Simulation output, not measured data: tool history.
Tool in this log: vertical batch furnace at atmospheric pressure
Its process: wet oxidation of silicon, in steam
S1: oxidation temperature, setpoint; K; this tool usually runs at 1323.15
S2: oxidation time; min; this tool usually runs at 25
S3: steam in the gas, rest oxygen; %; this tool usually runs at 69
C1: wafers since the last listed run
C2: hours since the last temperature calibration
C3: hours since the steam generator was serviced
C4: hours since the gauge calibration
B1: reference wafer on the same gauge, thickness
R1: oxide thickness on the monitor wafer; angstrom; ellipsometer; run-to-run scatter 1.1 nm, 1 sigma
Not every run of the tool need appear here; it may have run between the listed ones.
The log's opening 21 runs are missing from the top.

run 22 hour=532.6 | S1=1323.15 S2=25 S3=78 | C1=277 C2=89.7 C3=106.6 C4=113.5 | B1=274.44 | R1=2540.8
run 23 hour=566.3 | S1=1323.15 S2=25 S3=69 | C1=358 C2=123.4 C3=140.3 C4=147.2 | B1=274.03 | R1=2353.5
run 24 hour=586 | S1=1343.15 S2=25 S3=77 | C1=209 C2=143.1 C3=160 C4=166.9 | B1=273.62 | R1=2893.3
run 25 hour=599.7 | S1=1303.15 S2=37 S3=76 | C1=145 C2=156.8 C3=173.7 C4=180.6 | B1=274.36 | R1=2875.5
run 26 hour=617.7 | S1=1323.15 S2=33.5 S3=76 | C1=191 C2=174.8 C3=191.7 C4=198.6 | B1=273.67 | R1=3065
run 27 hour=638.3 | S1=1323.15 S2=34 S3=61 | C1=219 C2=195.4 C3=212.3 C4=219.2 | B1=274.42 | R1=2666.9
run 28 hour=654.2 | S1=1323.15 S2=35 S3=69 | C1=169 C2=211.3 C3=228.2 C4=235.1 | B1=273.68 | R1=2936
run 29 hour=679.6 | S1=1305.15 S2=25 S3=69 | C1=270 C2=236.7 C3=253.6 C4=260.5 | B1=274.19 | R1=2062.6
run 30 hour=695.2 | S1=1323.15 S2=34 S3=61 | C1=166 C2=252.3 C3=269.2 C4=276.1 | B1=273.57 | R1=2642.9
run 31 hour=729.6 | S1=1310.15 S2=34.5 S3=76 | C1=366 C2=286.7 C3=303.6 C4=310.5 | B1=273.38 | R1=2877
run 32 hour=752.2 | S1=1315.15 S2=25 S3=74 | C1=240 C2=309.3 C3=326.2 C4=333.1 | B1=273.84 | R1=2338
run 33 hour=781.4 | S1=1300.15 S2=25 S3=69 | C1=310 C2=338.5 C3=355.4 C4=362.3 | B1=274.42 | R1=1981.7
run 34 hour=815.2 | S1=1323.15 S2=25 S3=69 | C1=359 C2=372.3 C3=389.2 C4=396.1 | B1=273.88 | R1=2331.4

What if the next run were any one of these 3? Each begins from the tool's condition after run 34:
run A hour=819.7 | S1=1323.15 S2=31.5 S3=69 | C1=47 C2=376.8 C3=393.7 C4=400.6 | B1=? | R1=?
run B hour=819.7 | S1=1323.15 S2=25 S3=65 | C1=47 C2=376.8 C3=393.7 C4=400.6 | B1=? | R1=?
run C hour=819.7 | S1=1312.15 S2=12.5 S3=72 | C1=47 C2=376.8 C3=393.7 C4=400.6 | B1=? | R1=?

run=A B1=274.28 R1=2789.6
run=B B1=274.28 R1=2291.3
run=C B1=274.28 R1=1365.8
Stripped of hidden state, with their random variation kept, the same runs would have yielded:
run=A R1=2789.6
run=B R1=2291.3
run=C R1=1365.8
